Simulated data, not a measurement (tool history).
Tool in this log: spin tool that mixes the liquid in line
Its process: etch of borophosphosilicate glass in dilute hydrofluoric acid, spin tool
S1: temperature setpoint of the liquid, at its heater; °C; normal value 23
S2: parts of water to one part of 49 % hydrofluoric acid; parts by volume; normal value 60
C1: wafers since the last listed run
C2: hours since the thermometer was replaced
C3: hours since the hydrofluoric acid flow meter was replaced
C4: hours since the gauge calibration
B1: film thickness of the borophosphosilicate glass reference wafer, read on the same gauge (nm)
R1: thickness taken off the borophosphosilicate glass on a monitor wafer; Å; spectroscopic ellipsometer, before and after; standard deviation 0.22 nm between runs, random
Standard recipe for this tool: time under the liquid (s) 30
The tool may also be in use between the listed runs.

Run 1, hour 0: usual settings but S1 24.5 °C; C1 0; C2 2010.7; C3 586.2; C4 1509.1; B1 59.97. Result: R1 314.2 Å.
At hour 18.4: hydrofluoric acid flow meter replaced.
Run 2, hour 52.3: usual settings but S2 45 parts by volume; C1 959; C2 2063; C3 33.9; C4 1561.4; B1 60. Result: R1 401 Å.
Run 3, hour 102.3: usual settings but S2 45 parts by volume; C1 934; C2 2113; C3 83.9; C4 1611.4; B1 60.04. Result: R1 405.1 Å.
Run 4, hour 210.4: usual settings but S2 45 parts by volume; C1 2021; C2 2221.1; C3 192; C4 1719.5; B1 59.99. Result: R1 408.3 Å.
Run 5, hour 246.8: usual settings; C1 680; C2 2257.5; C3 228.4; C4 1755.9; B1 59.98. Result: R1 293.1 Å.
Run 6, hour 300.7: usual settings; C1 1007; C2 2311.4; C3 282.3; C4 1809.8; B1 60.02. Result: R1 300.4 Å.
Run 7, hour 361.3: usual settings; C1 1133; C2 2372; C3 342.9; C4 1870.4; B1 60. Result: R1 293.9 Å.
Run 8, hour 432.1: usual settings but time under the liquid (s) 20; C1 1323; C2 2442.8; C3 413.7; C4 1941.2; B1 59.98. Result: R1 195.6 Å.
Run 9, hour 460.7: usual settings but S1 19.5 °C, S2 40 parts by volume; C1 534; C2 2471.4; C3 442.3; C4 1969.8; B1 60.01. Result: R1 392.4 Å.
Run 10, hour 546: usual settings but S1 19.5 °C, S2 40 parts by volume; C1 1594; C2 2556.7; C3 527.6; C4 2055.1; B1 60. Result: R1 391.8 Å.
Run 11, hour 615.8: usual settings; C1 1305; C2 2626.5; C3 597.4; C4 2124.9; B1 59.98. Result: R1 296.8 Å.
At hour 671.2: gauge calibrated.
At hour 697.8: hydrofluoric acid flow meter replaced.
At hour 731.8: thermometer replaced.
Run 12, hour 809.6: usual settings; C1 3586; C2 77.8; C3 111.8; C4 138.4; B1 60. Result: R1 294.3 Å.
Run 13, hour 879.9: usual settings; C1 1314; C2 148.1; C3 182.1; C4 208.7; B1 60.04. Result: R1 293.7 Å.
Run 14, hour 919.8: usual settings but S1 25.5 °C, S2 80 parts by volume, time under the liquid (s) 25; C1 745; C2 188; C3 222; C4 248.6; B1 60. Result: R1 200.2 Å.
Run 15, hour 947.7: usual settings; C1 521; C2 215.9; C3 249.9; C4 276.5; B1 59.99. Result: R1 297.5 Å.
Run 16, hour 985.5: usual settings but S2 85 parts by volume; C1 706; C2 253.7; C3 287.7; C4 314.3; B1 60.04. Result: R1 204.2 Å.
Run 17, hour 1106.8: usual settings but S1 26.5 °C, S2 35 parts by volume; C1 2267; C2 375; C3 409; C4 435.6; B1 60. Result: R1 608.8 Å.
Run 18, hour 1137: usual settings but S1 20 °C, time under the liquid (s) 40; C1 564; C2 405.2; C3 439.2; C4 465.8; B1 60. Result: R1 345.9 Å.
Run 19, hour 1198.7: usual settings but S1 24.5 °C, S2 50 parts by volume, time under the liquid (s) 20; C1 1153; C2 466.9; C3 500.9; C4 527.5; B1 59.99. Result: R1 260 Å.
Run 20, hour 1257.4: usual settings but S1 21 °C, time under the liquid (s) 20; C1 1097; C2 525.6; C3 559.6; C4 586.2; B1 59.99. Result: R1 180.3 Å.
Run 21, hour 1289.6: usual settings but S2 45 parts by volume; C1 602; C2 557.8; C3 591.8; C4 618.4; B1 60. Result: R1 404.1 Å.
At hour 1322: hydrofluoric acid flow meter replaced.
Run 22, hour 1329.2: usual settings but S1 27 °C, S2 80 parts by volume, time under the liquid (s) 20; C1 721; C2 597.4; C3 7.2; C4 658; B1 60.01. Result: R1 170.8 Å.

Run 23 comes next. What will it give?
Run 23, hour 1363.4: usual settings but S2 75 parts by volume; C1 639; C2 631.6; C3 41.4; C4 692.2; B1 ?. Result: R1 ?.

B1: 60
R1: 233.7 Å
Were there no unlogged condition in the tool, this run, its random variation unchanged, would have produced R1 233.7 Å.
